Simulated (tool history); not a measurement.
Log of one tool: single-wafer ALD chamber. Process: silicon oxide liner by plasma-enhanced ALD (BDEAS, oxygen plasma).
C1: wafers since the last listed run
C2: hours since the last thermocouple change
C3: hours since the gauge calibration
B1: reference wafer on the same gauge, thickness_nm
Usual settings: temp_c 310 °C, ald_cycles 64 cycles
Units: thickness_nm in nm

run 1 hour=0 | temp_c=310 ald_cycles=70 | C1=0 C2=2053.6 C3=232.9 | B1=6.67 | thickness_nm=6.215
run 2 hour=28.4 | temp_c=310 ald_cycles=64 | C1=128 C2=2082 C3=261.3 | B1=6.669 | thickness_nm=5.697
run 3 hour=55.2 | temp_c=310 ald_cycles=64 | C1=121 C2=2108.8 C3=288.1 | B1=6.669 | thickness_nm=5.676
run 4 hour=71.2 | temp_c=310 ald_cycles=64 | C1=72 C2=2124.8 C3=304.1 | B1=6.667 | thickness_nm=5.694
run 5 hour=138.5 | temp_c=310 ald_cycles=64 | C1=305 C2=2192.1 C3=371.4 | B1=6.668 | thickness_nm=5.687
run 6 hour=232 | temp_c=310 ald_cycles=64 | C1=424 C2=2285.6 C3=464.9 | B1=6.669 | thickness_nm=5.706
run 7 hour=249.8 | temp_c=310 ald_cycles=64 | C1=80 C2=2303.4 C3=482.7 | B1=6.67 | thickness_nm=5.704
run 8 hour=268.9 | temp_c=310 ald_cycles=64 | C1=86 C2=2322.5 C3=501.8 | B1=6.668 | thickness_nm=5.682
run 9 hour=284.1 | temp_c=321 ald_cycles=64 | C1=69 C2=2337.7 C3=517 | B1=6.67 | thickness_nm=5.596
run 10 hour=304.7 | temp_c=302 ald_cycles=54 | C1=93 C2=2358.3 C3=537.6 | B1=6.674 | thickness_nm=4.861
run 11 hour=325 | temp_c=317 ald_cycles=64 | C1=92 C2=2378.6 C3=557.9 | B1=6.67 | thickness_nm=5.62
-- hour=344.2 gauge calibrated
-- hour=349.1 thermocouple changed; heater temperature recalibrated
run 12 hour=350.1 | temp_c=317 ald_cycles=64 | C1=77 C2=1 C3=5.9 | B1=6.67 | thickness_nm=5.61
run 13 hour=369.1 | temp_c=310 ald_cycles=58 | C1=86 C2=20 C3=24.9 | B1=6.672 | thickness_nm=5.174
run 14 hour=388 | temp_c=300 ald_cycles=64 | C1=85 C2=38.9 C3=43.8 | B1=6.669 | thickness_nm=5.8
run 15 hour=422.4 | temp_c=314 ald_cycles=73 | C1=156 C2=73.3 C3=78.2 | B1=6.67 | thickness_nm=6.476
run 16 hour=442.5 | temp_c=310 ald_cycles=64 | C1=91 C2=93.4 C3=98.3 | B1=6.67 | thickness_nm=5.676
run 17 hour=458.9 | temp_c=298 ald_cycles=52 | C1=74 C2=109.8 C3=114.7 | B1=6.668 | thickness_nm=4.751
run 18 hour=476.2 | temp_c=306 ald_cycles=76 | C1=78 C2=127.1 C3=132 | B1=6.669 | thickness_nm=6.792
run 19 hour=510.9 | temp_c=310 ald_cycles=64 | C1=157 C2=161.8 C3=166.7 | B1=6.67 | thickness_nm=5.71
run 20 hour=532.9 | temp_c=299 ald_cycles=61 | C1=99 C2=183.8 C3=188.7 | B1=6.67 | thickness_nm=5.55
run 21 hour=564.7 | temp_c=324 ald_cycles=57 | C1=144 C2=215.6 C3=220.5 | B1=6.666 | thickness_nm=4.961
run 22 hour=578.2 | temp_c=317 ald_cycles=76 | C1=61 C2=229.1 C3=234 | B1=6.67 | thickness_nm=6.703

Forecast run 23:
run 23 hour=601.3 | temp_c=322 ald_cycles=72 | C1=104 C2=252.2 C3=257.1 | B1=? | thickness_nm=?

B1: 6.671
thickness_nm: 6.266 nm
Without the tool's hidden state the same run would have given thickness_nm 6.266 nm.
